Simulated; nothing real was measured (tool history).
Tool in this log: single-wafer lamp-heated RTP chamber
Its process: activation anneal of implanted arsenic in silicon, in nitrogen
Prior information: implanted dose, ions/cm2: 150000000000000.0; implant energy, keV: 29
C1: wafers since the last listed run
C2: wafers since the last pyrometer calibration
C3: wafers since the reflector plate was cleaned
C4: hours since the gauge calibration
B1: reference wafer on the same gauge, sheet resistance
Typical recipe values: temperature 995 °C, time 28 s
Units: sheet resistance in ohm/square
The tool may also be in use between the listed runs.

run 1 hour=0 | temperature=995 time=28 | C1=0 C2=2160 C3=7713 C4=322.1 | B1=491.06 | sheet_resistance=501.38
-- hour=48.8 reflector plate cleaned
run 2 hour=53.5 | temperature=995 time=28 | C1=448 C2=2609 C3=45 C4=375.6 | B1=490.89 | sheet_resistance=500.6
run 3 hour=95.1 | temperature=995 time=18 | C1=410 C2=3019 C3=456 C4=417.2 | B1=490.59 | sheet_resistance=503.28
run 4 hour=196.1 | temperature=983 time=28 | C1=996 C2=4015 C3=1452 C4=518.2 | B1=489.85 | sheet_resistance=501.16
run 5 hour=286.8 | temperature=983 time=28 | C1=894 C2=4910 C3=2346 C4=608.9 | B1=489.2 | sheet_resistance=499.05
-- hour=321 pyrometer window cleaned and pyrometer calibrated
run 6 hour=346.7 | temperature=983 time=28 | C1=511 C2=253 C3=2858 C4=668.8 | B1=489.16 | sheet_resistance=499.68
run 7 hour=428.7 | temperature=995 time=28 | C1=808 C2=1062 C3=3667 C4=750.8 | B1=488.62 | sheet_resistance=498.09
run 8 hour=468.7 | temperature=995 time=28 | C1=394 C2=1456 C3=4062 C4=790.8 | B1=488.35 | sheet_resistance=499.96
run 9 hour=533.8 | temperature=995 time=28 | C1=642 C2=2098 C3=4704 C4=855.9 | B1=488.07 | sheet_resistance=497.37
run 10 hour=615.4 | temperature=995 time=33 | C1=804 C2=2903 C3=5508 C4=937.5 | B1=487.71 | sheet_resistance=497.88
run 11 hour=695.8 | temperature=995 time=28 | C1=792 C2=3696 C3=6301 C4=1017.9 | B1=487.09 | sheet_resistance=497.91
run 12 hour=777 | temperature=995 time=40 | C1=800 C2=4497 C3=7102 C4=1099.1 | B1=486.62 | sheet_resistance=496.96
run 13 hour=813.8 | temperature=1021 time=41 | C1=362 C2=4860 C3=7465 C4=1135.9 | B1=486.47 | sheet_resistance=491.27
run 14 hour=859.2 | temperature=995 time=28 | C1=447 C2=5308 C3=7913 C4=1181.3 | B1=486.13 | sheet_resistance=495.59
-- hour=872.9 pyrometer window cleaned and pyrometer calibrated
-- hour=889.3 reflector plate cleaned
-- hour=896.8 gauge calibrated
run 15 hour=956.2 | temperature=978 time=28 | C1=798 C2=742 C3=660 C4=59.4 | B1=492.15 | sheet_resistance=502.29
run 16 hour=1012.5 | temperature=995 time=17 | C1=555 C2=1298 C3=1215 C4=115.7 | B1=491.5 | sheet_resistance=502.84
run 17 hour=1114.5 | temperature=995 time=28 | C1=1005 C2=2304 C3=2221 C4=217.7 | B1=490.87 | sheet_resistance=500.7
run 18 hour=1175.8 | temperature=1022 time=21 | C1=604 C2=2908 C3=2826 C4=279 | B1=490.71 | sheet_resistance=499.61
run 19 hour=1263.3 | temperature=1024 time=28 | C1=862 C2=3771 C3=3689 C4=366.5 | B1=490.2 | sheet_resistance=498.13
-- hour=1439.3 pyrometer window cleaned and pyrometer calibrated
run 20 hour=1529.1 | temperature=1015 time=28 | C1=2542 C2=885 C3=6231 C4=632.3 | B1=488.72 | sheet_resistance=496.89
run 21 hour=1605.1 | temperature=975 time=36 | C1=749 C2=1635 C3=6981 C4=708.3 | B1=488.35 | sheet_resistance=498.89
run 22 hour=1642.3 | temperature=1021 time=35 | C1=366 C2=2002 C3=7348 C4=745.5 | B1=487.82 | sheet_resistance=494.15
-- hour=1734.9 reflector plate cleaned
run 23 hour=1875.6 | temperature=1003 time=38 | C1=2222 C2=4224 C3=1388 C4=978.8 | B1=486.68 | sheet_resistance=493.36
run 24 hour=1980 | temperature=984 time=12 | C1=1029 C2=5253 C3=2417 C4=1083.2 | B1=486 | sheet_resistance=497.61
-- hour=2049.5 pyrometer window cleaned and pyrometer calibrated
run 25 hour=2078.2 | temperature=995 time=28 | C1=889 C2=283 C3=3307 C4=1181.4 | B1=485.79 | sheet_resistance=495.2

The tool's hidden state at each run:
true wafer temperature minus pyrometer reading, K: 0, the same for each run
wafer temperature error from the tarnished reflector plate, K: 0, the same for each run
H1: gauge reads high (%)
run=1 H1=-0.382
run=2 H1=-0.445
run=3 H1=-0.494
run=4 H1=-0.614
run=5 H1=-0.721
run=6 H1=-0.792
run=7 H1=-0.889
run=8 H1=-0.936
run=9 H1=-1.01
run=10 H1=-1.11
run=11 H1=-1.2
run=12 H1=-1.3
run=13 H1=-1.34
run=14 H1=-1.4
run=15 H1=-0.182
run=16 H1=-0.249
run=17 H1=-0.369
run=18 H1=-0.442
run=19 H1=-0.545
run=20 H1=-0.86
run=21 H1=-0.95
run=22 H1=-0.994
run=23 H1=-1.27
run=24 H1=-1.39
run=25 H1=-1.51
